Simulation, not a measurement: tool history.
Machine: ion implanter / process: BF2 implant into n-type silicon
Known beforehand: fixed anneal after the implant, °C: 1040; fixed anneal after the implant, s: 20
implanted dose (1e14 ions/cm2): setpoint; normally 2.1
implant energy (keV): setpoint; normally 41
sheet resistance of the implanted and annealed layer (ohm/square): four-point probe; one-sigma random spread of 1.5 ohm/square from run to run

run	hour	implanted dose (1e14 ions/cm2)	implant energy (keV)	wafers since the last listed run	hours since the last dose calibration	hours since the extraction supply was calibrated	hours since the gauge calibration	read-back reference wafer on the same gauge, sheet resistance	sheet resistance of the implanted and annealed layer (ohm/square)
1	0	2.1	41	0	1526.2	1529.7	617.7	506.51	488.54
2	44.1	1.86	41	921	1570.3	1573.8	661.8	506.71	536.26
3	108.3	1.86	41	1340	1634.5	1638	726	506.78	539.4
4	158.9	1.86	41	1056	1685.1	1688.6	776.6	506.85	539.28
5	196.4	2.53	41	783	1722.6	1726.1	814.1	506.85	416.45
6	244.6	2.53	41	1006	1770.8	1774.3	862.3	507.14	416.6
7	304.2	2.53	41	1244	1830.4	1833.9	921.9	506.91	417.52
8	369.5	2.1	41	1363	1895.7	1899.2	987.2	506.8	487.13
9	400.5	2.1	41	647	1926.7	1930.2	1018.2	507.11	487.89
10	460.5	2.1	41	1253	1986.7	1990.2	1078.2	507.37	489.33
11	506.7	2.1	41	964	2032.9	2036.4	1124.4	506.67	488.33
# hour 539.9: gauge calibrated
12	546.1	2.46	45	822	2072.3	2075.8	6.2	507.1	422.86
13	596.9	2.46	45	1061	2123.1	2126.6	57	507.17	423.71
14	629.9	2.46	45	689	2156.1	2159.6	90	507.09	423.97
15	678.7	2.1	41	1019	2204.9	2208.4	138.8	506.92	491.1
16	714.2	1.97	41	741	2240.4	2243.9	174.3	507.08	513.65
17	782.6	1.78	41	1428	2308.8	2312.3	242.7	507.16	560.88
18	833.2	2.1	29	1056	2359.4	2362.9	293.3	506.72	508.98
19	874.7	2.35	41	866	2400.9	2404.4	334.8	507.2	444.68
20	941.8	2.1	29	1401	2468	2471.5	401.9	506.74	509.14
21	994.3	2.72	44.5	1096	2520.5	2524	454.4	507.19	389.79
22	1039.2	2.1	41	937	2565.4	2568.9	499.3	507.32	486.52
23	1065.9	2.71	37	557	2592.1	2595.6	526	507.12	398.55
# hour 1101.7: extraction supply calibrated
24	1109.3	1.87	45	739	2635.5	7.6	569.4	507.33	532.56
# hour 1123.3: Faraday cup replaced and dose calibrated
25	1158	1.88	44.5	850	34.7	56.3	618.1	506.87	530.32
26	1229.6	2.1	41	1495	106.3	127.9	689.7	507.11	487.21
27	1289.8	2.1	32	1257	166.5	188.1	749.9	507.06	501.46
28	1341.3	2.66	34	1075	218	239.6	801.4	506.71	408.31
29	1447.6	2.56	45	2220	324.3	345.9	907.7	507.26	410.65
30	1491.7	2.66	34	921	368.4	390	951.8	507	409.12
31	1547.8	1.88	44.5	1171	424.5	446.1	1007.9	507.1	532.19
32	1599.5	2.1	41	1079	476.2	497.8	1059.6	507.33	485.24
33	1661.9	2.46	55	1303	538.6	560.2	1122	506.93	414.2
34	1688.2	2.54	49.5	549	564.9	586.5	1148.3	506.69	408.12
35	1715.1	2.1	41	561	591.8	613.4	1175.2	507.53	488.98

Take each entry between the runs: how does the hidden state at the last listed run before it differ from the hidden state at the first listed run after it?
Between runs 11 and 12: gauge calibrated (hour 539.9)
  the hidden state is the same at both runs
Between runs 23 and 24: extraction supply calibrated (hour 1101.7)
  the hidden state is the same at both runs
Between runs 24 and 25: Faraday cup replaced and dose calibrated (hour 1123.3)
  the hidden state is the same at both runs
